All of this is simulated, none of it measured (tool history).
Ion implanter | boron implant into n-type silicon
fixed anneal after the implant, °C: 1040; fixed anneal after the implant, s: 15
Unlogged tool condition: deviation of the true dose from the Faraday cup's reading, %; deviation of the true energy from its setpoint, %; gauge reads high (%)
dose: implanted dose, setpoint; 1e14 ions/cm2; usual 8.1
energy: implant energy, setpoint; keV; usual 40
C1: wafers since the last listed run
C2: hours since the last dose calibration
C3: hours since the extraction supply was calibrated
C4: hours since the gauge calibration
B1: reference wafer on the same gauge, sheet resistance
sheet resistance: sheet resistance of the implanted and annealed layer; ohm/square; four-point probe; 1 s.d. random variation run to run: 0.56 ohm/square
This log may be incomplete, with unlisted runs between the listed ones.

Run 1, hour 0: usual settings but dose 8.64 1e14 ions/cm2, energy 49.5 keV; C1 0; C2 396.9; C3 2825.4; C4 232.5; B1 148.03. Result: sheet resistance 133.22 ohm/square.
Run 2, hour 32: usual settings but dose 7.53 1e14 ions/cm2; C1 306; C2 428.9; C3 2857.4; C4 264.5; B1 148.04. Result: sheet resistance 152.65 ohm/square.
Run 3, hour 51.1: usual settings but dose 7.49 1e14 ions/cm2, energy 48 keV; C1 183; C2 448; C3 2876.5; C4 283.6; B1 148.05. Result: sheet resistance 149.51 ohm/square.
Run 4, hour 69.7: usual settings but dose 7.49 1e14 ions/cm2, energy 48 keV; C1 178; C2 466.6; C3 2895.1; C4 302.2; B1 147.85. Result: sheet resistance 150.87 ohm/square.
At hour 115.2: Faraday cup replaced and dose calibrated.
Run 5, hour 132.8: usual settings but dose 7.49 1e14 ions/cm2, energy 48 keV; C1 528; C2 17.6; C3 2958.2; C4 365.3; B1 148.05. Result: sheet resistance 153.41 ohm/square.
At hour 148.5: gauge calibrated.
Run 6, hour 151.2: usual settings but energy 45.5 keV; C1 176; C2 36; C3 2976.6; C4 2.7; B1 148.09. Result: sheet resistance 145.9 ohm/square.
At hour 169.1: extraction supply calibrated.
Run 7, hour 169.6: usual settings but energy 45.5 keV; C1 99; C2 54.4; C3 0.5; C4 21.1; B1 147.89. Result: sheet resistance 146.09 ohm/square.
At hour 186.3: Faraday cup replaced and dose calibrated, repeated, since the last time left the tool worse.
Run 8, hour 186.8: usual settings but energy 45.5 keV; C1 88; C2 0.5; C3 17.7; C4 38.3; B1 148.05. Result: sheet resistance 137.86 ohm/square.
Run 9, hour 212.4: usual settings but dose 8.91 1e14 ions/cm2, energy 29.5 keV; C1 245; C2 26.1; C3 43.3; C4 63.9; B1 147.93. Result: sheet resistance 133.55 ohm/square.
Run 10, hour 239.1: usual settings but dose 6.64 1e14 ions/cm2, energy 29 keV; C1 255; C2 52.8; C3 70; C4 90.6; B1 148.02. Result: sheet resistance 170.33 ohm/square.
Run 11, hour 256.9: usual settings but energy 35.5 keV; C1 170; C2 70.6; C3 87.8; C4 108.4; B1 147.96. Result: sheet resistance 141.89 ohm/square.
Run 12, hour 281.5: usual settings but energy 52.5 keV; C1 235; C2 95.2; C3 112.4; C4 133; B1 148.07. Result: sheet resistance 138.07 ohm/square.
Run 13, hour 300.2: usual settings but dose 6.23 1e14 ions/cm2, energy 51.5 keV; C1 179; C2 113.9; C3 131.1; C4 151.7; B1 147.93. Result: sheet resistance 170.49 ohm/square.
Run 14, hour 334.6: usual settings but dose 7.44 1e14 ions/cm2, energy 32.5 keV; C1 329; C2 148.3; C3 165.5; C4 186.1; B1 148. Result: sheet resistance 155.03 ohm/square.
Run 15, hour 355.5: usual settings; C1 200; C2 169.2; C3 186.4; C4 207; B1 148.05. Result: sheet resistance 140.86 ohm/square.
Run 16, hour 380.8: usual settings; C1 242; C2 194.5; C3 211.7; C4 232.3; B1 147.99. Result: sheet resistance 141.84 ohm/square.

Branching from run 16: 4 alternative next runs. What would each branch give?
Run A, hour 381.2: usual settings; C1 3; C2 194.9; C3 212.1; C4 232.7; B1 ?. Result: sheet resistance ?.
Run B, hour 381.2: usual settings but energy 43.5 keV; C1 3; C2 194.9; C3 212.1; C4 232.7; B1 ?. Result: sheet resistance ?.
Run C, hour 381.2: usual settings but dose 6.53 1e14 ions/cm2, energy 45 keV; C1 3; C2 194.9; C3 212.1; C4 232.7; B1 ?. Result: sheet resistance ?.
Run D, hour 381.2: usual settings but dose 9.14 1e14 ions/cm2, energy 31 keV; C1 3; C2 194.9; C3 212.1; C4 232.7; B1 ?. Result: sheet resistance ?.

run     B1  sheet resistance
  A  148.1            143.14
  B  148.1            142.08
  C  148.1            168.59
  D  148.1            132.33
With no hidden state in the tool, these same runs would have given:
run  sheet resistance
  A            140.62
  B            139.59
  C            165.64
  D            129.93

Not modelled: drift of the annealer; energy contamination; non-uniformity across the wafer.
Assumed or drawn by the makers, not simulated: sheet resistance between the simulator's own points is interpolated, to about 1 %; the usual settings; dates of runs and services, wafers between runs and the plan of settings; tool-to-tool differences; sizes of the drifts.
